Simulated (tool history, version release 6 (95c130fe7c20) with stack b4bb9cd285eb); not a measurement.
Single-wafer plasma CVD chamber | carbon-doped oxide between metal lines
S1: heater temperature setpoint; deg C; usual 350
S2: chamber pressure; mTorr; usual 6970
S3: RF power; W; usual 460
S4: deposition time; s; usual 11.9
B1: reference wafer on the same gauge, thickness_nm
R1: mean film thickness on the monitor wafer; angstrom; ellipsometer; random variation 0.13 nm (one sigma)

run 1 day=0.000 | S1=350 S2=6970 S3=460 S4=11.9 | B1=84.481 | R1=664.89
run 2 day=0.496 | S1=350 S2=6970 S3=460 S4=11.9 | B1=84.570 | R1=663.01
run 3 day=1.058 | S1=350 S2=6970 S3=460 S4=11.9 | B1=84.494 | R1=661.25
run 4 day=1.571 | S1=350 S2=8280 S3=460 S4=11.9 | B1=84.520 | R1=668.43
run 5 day=1.833 | S1=350 S2=6970 S3=460 S4=11.9 | B1=84.524 | R1=663.30
run 6 day=2.721 | S1=350 S2=6970 S3=460 S4=11.9 | B1=84.489 | R1=660.99
run 7 day=3.396 | S1=350 S2=6970 S3=460 S4=11.9 | B1=84.544 | R1=660.56
run 8 day=3.967 | S1=350 S2=6970 S3=460 S4=11.9 | B1=84.522 | R1=659.36
run 9 day=4.358 | S1=350 S2=6970 S3=460 S4=11.9 | B1=84.471 | R1=658.02
-- day=4.950 thermocouple changed; heater temperature recalibrated
run 10 day=4.971 | S1=350 S2=6970 S3=460 S4=11.9 | B1=84.486 | R1=658.62
run 11 day=5.346 | S1=350 S2=8090 S3=460 S4=13.5 | B1=84.572 | R1=751.70
run 12 day=5.829 | S1=341 S2=8560 S3=405 S4=11.1 | B1=84.492 | R1=556.13
-- day=6.254 capacitance manometer re-zeroed and calibrated
run 13 day=6.517 | S1=350 S2=5450 S3=460 S4=11.9 | B1=84.528 | R1=647.19
-- day=6.621 gauge calibrated
run 14 day=7.212 | S1=350 S2=6970 S3=540 S4=11.2 | B1=84.476 | R1=713.12
run 15 day=7.517 | S1=350 S2=6970 S3=460 S4=11.9 | B1=84.520 | R1=655.71
-- day=7.921 showerhead replaced
run 16 day=7.962 | S1=350 S2=6970 S3=460 S4=11.9 | B1=84.524 | R1=653.46
-- day=8.517 RF generator calibrated
run 17 day=8.692 | S1=357 S2=6970 S3=460 S4=10.8 | B1=84.504 | R1=637.36
run 18 day=9.338 | S1=350 S2=6970 S3=460 S4=11.9 | B1=84.444 | R1=713.09
run 19 day=9.788 | S1=357 S2=6970 S3=535 S4=9.8 | B1=84.502 | R1=654.41
run 20 day=10.117 | S1=350 S2=7660 S3=460 S4=11.9 | B1=84.471 | R1=715.94
run 21 day=10.775 | S1=338 S2=6970 S3=535 S4=11.9 | B1=84.458 | R1=833.20

5 ways to go on from here, each from the tool as it stands after run 21. What would each give?
run A day=10.792 | S1=350 S2=6970 S3=460 S4=10.7 | B1=? | R1=?
run B day=10.792 | S1=355 S2=6970 S3=460 S4=11.9 | B1=? | R1=?
run C day=10.792 | S1=336 S2=6970 S3=515 S4=14.1 | B1=? | R1=?
run D day=10.792 | S1=350 S2=7670 S3=385 S4=9.7 | B1=? | R1=?
run E day=10.792 | S1=344 S2=6510 S3=530 S4=10.7 | B1=? | R1=?

run=A B1=84.467 R1=642.92
run=B B1=84.467 R1=705.31
run=C B1=84.467 R1=960.58
run=D B1=84.467 R1=489.73
run=E B1=84.467 R1=730.73
Without the tool's hidden state the same runs would have given:
run=A R1=646.76
run=B R1=709.51
run=C R1=966.20
run=D R1=493.24
run=E R1=734.97
